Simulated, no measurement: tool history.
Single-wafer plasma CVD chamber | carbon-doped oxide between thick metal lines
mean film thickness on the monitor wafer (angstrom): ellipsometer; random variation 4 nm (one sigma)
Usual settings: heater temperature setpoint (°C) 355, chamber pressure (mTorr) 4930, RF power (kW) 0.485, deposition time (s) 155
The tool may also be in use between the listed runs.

| run | hour | heater temperature setpoint (°C) | chamber pressure (mTorr) | RF power (kW) | deposition time (s) | read-back reference wafer on the same gauge, thickness_nm | mean film thickness on the monitor wafer (angstrom) |
|---|---|---|---|---|---|---|---|
| 1 | 0.0 | 355 | 4930 | 0.485 | 155 | 744.560 | 7076.70 |
| 2 | 56.8 | 355 | 4930 | 0.485 | 155 | 743.855 | 7093.67 |
| 3 | 163.2 | 355 | 4930 | 0.485 | 155 | 746.060 | 7022.55 |
| 4 | 254.5 | 355 | 4930 | 0.485 | 155 | 745.214 | 7020.55 |
| 5 | 311.1 | 355 | 4930 | 0.485 | 155 | 746.303 | 7050.63 |
| 6 | 356.2 | 355 | 4930 | 0.410 | 155 | 744.273 | 6066.06 |
| 7 | 426.9 | 355 | 4930 | 0.485 | 138 | 745.835 | 6253.38 |
| 8 | 507.2 | 355 | 4930 | 0.485 | 138 | 746.214 | 6252.43 |
| 9 | 559.8 | 355 | 4930 | 0.485 | 138 | 744.956 | 6222.57 |
| 10 | 647.9 | 355 | 4930 | 0.485 | 155 | 743.097 | 7019.10 |
| 11 | 707.7 | 355 | 4930 | 0.485 | 155 | 745.012 | 7006.01 |
|  | 773.3 | showerhead replaced |
| 12 | 804.4 | 355 | 5420 | 0.450 | 155 | 745.658 | 6708.73 |
| 13 | 867.5 | 355 | 4930 | 0.485 | 155 | 744.671 | 6995.66 |
| 14 | 974.6 | 342 | 4930 | 0.485 | 155 | 745.017 | 7249.82 |
| 15 | 1019.6 | 364 | 4060 | 0.445 | 177 | 745.198 | 7070.03 |
| 16 | 1073.2 | 349 | 4930 | 0.485 | 155 | 744.809 | 7122.24 |
| 17 | 1159.8 | 351 | 4180 | 0.530 | 127 | 745.737 | 6064.39 |
|  | 1258.3 | capacitance manometer re-zeroed and calibrated |
|  | 1282.4 | RF generator calibrated |
| 18 | 1291.1 | 355 | 5330 | 0.485 | 155 | 744.272 | 7488.30 |
| 19 | 1395.5 | 355 | 5510 | 0.485 | 165 | 743.855 | 7998.13 |
| 20 | 1462.3 | 355 | 4930 | 0.485 | 155 | 745.763 | 7299.28 |
|  | 1497.2 | thermocouple changed; heater temperature recalibrated |
| 21 | 1540.1 | 341 | 4930 | 0.540 | 155 | 746.560 | 8133.02 |
|  | 1547.3 | gauge calibrated |
| 22 | 1643.2 | 361 | 4420 | 0.435 | 135 | 743.895 | 5595.53 |
| 23 | 1703.9 | 355 | 4930 | 0.485 | 155 | 746.531 | 7207.11 |
| 24 | 1786.8 | 355 | 4930 | 0.485 | 155 | 745.080 | 7212.46 |
| 25 | 1839.9 | 348 | 4130 | 0.485 | 186 | 744.304 | 8459.12 |
| 26 | 1918.4 | 344 | 5940 | 0.485 | 155 | 744.256 | 7587.87 |
| 27 | 1998.0 | 355 | 4930 | 0.445 | 155 | 746.040 | 6684.81 |

3 ways to go on from here, each from the tool as it stands after run 27. What would each give?
| A | 1998.4 | 355 | 4930 | 0.485 | 185 | ? | ? |
| B | 1998.4 | 355 | 4930 | 0.535 | 155 | ? | ? |
| C | 1998.4 | 342 | 4930 | 0.430 | 155 | ? | ? |

| run | read-back reference wafer on the same gauge, thickness_nm | mean film thickness on the monitor wafer (angstrom) |
|---|---|---|
| A | 746.426 | 8478.44 |
| B | 746.426 | 7607.75 |
| C | 746.426 | 6702.54 |
Without the tool's hidden state the same runs would have given:
| run | mean film thickness on the monitor wafer (angstrom) |
|---|---|
| A | 8859.58 |
| B | 7938.90 |
| C | 7049.94 |
